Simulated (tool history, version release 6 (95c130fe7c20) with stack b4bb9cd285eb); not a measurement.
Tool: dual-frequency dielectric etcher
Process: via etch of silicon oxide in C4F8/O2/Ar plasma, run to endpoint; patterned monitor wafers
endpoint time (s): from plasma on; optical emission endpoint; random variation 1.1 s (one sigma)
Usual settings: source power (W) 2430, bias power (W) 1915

run,hour,source power (W),bias power (W),wafers since the last listed run,hours since the last wet clean,hours since the last source power generator calibration,hours since the last bias power generator calibration,hours since the last upper electrode change,"incoming incoming film thickness, nm",endpoint time (s)
1,0,2730,2201,0,233.5,3615,2105,3717.3,1578.9,273.6
2,20.8,2430,1915,100,254.3,3635.8,2125.8,3738.1,1591.7,301.3
3,46.4,2430,1915,123,279.9,3661.4,2151.4,3763.7,1581.5,297.4
4,68.1,2430,1915,104,301.6,3683.1,2173.1,3785.4,1584.6,299
5,83.6,2430,2023,74,317.1,3698.6,2188.6,3800.9,1591,295
6,98.4,2430,2023,71,331.9,3713.4,2203.4,3815.7,1583.9,294.3
7,113.8,1980,1915,74,347.3,3728.8,2218.8,3831.1,1577.1,332.2
8,138.5,1980,1915,119,372,3753.5,2243.5,3855.8,1574.9,329.5
# hour 170.5: source power generator calibrated
9,171,1980,1915,137,404.5,0.5,2276,3888.3,1577,329.9
# hour 203.7: wet clean of the chamber
10,204.2,2430,1769,44,0.5,33.7,2309.2,3921.5,1589.7,315.6
11,216.7,2430,1579,60,13,46.2,2321.7,3934,1597.4,322.9
12,236.5,1860,1915,95,32.8,66,2341.5,3953.8,1563.6,352.2
13,255.5,2100,2112,91,51.8,85,2360.5,3972.8,1579.4,325.4
14,282.9,2430,1643,132,79.2,112.4,2387.9,4000.2,1565.1,313.7
# hour 294.4: bias power generator calibrated
# hour 313.4: upper electrode replaced
15,315.4,1860,1915,45,111.7,144.9,21,2,1572.6,351.1
16,343.4,2430,1915,135,139.7,172.9,49,30,1597.4,307.5
17,372.7,3010,1749,141,169,202.2,78.3,59.3,1583.1,277.5
18,385.5,2430,1915,61,181.8,215,91.1,72.1,1566.6,300.9
19,418.3,1860,2258,158,214.6,247.8,123.9,104.9,1587.3,339.9
20,450.4,2690,1915,154,246.7,279.9,156,137,1574.3,284.7
21,476.3,2430,1915,125,272.6,305.8,181.9,162.9,1587.8,300.9

Forecast each of these 3 alternatives for the next run:
A,476.8,2430,1915,2,273.1,306.3,182.4,163.4,1578.1,?
B,476.8,2900,2062,2,273.1,306.3,182.4,163.4,1578.1,?
C,476.8,2130,1915,2,273.1,306.3,182.4,163.4,1578.1,?

run,endpoint time (s)
A,300.9
B,270.5
C,323.4
Without the tool's hidden state the same runs would have given:
run,endpoint time (s)
A,307.8
B,276.7
C,330.9
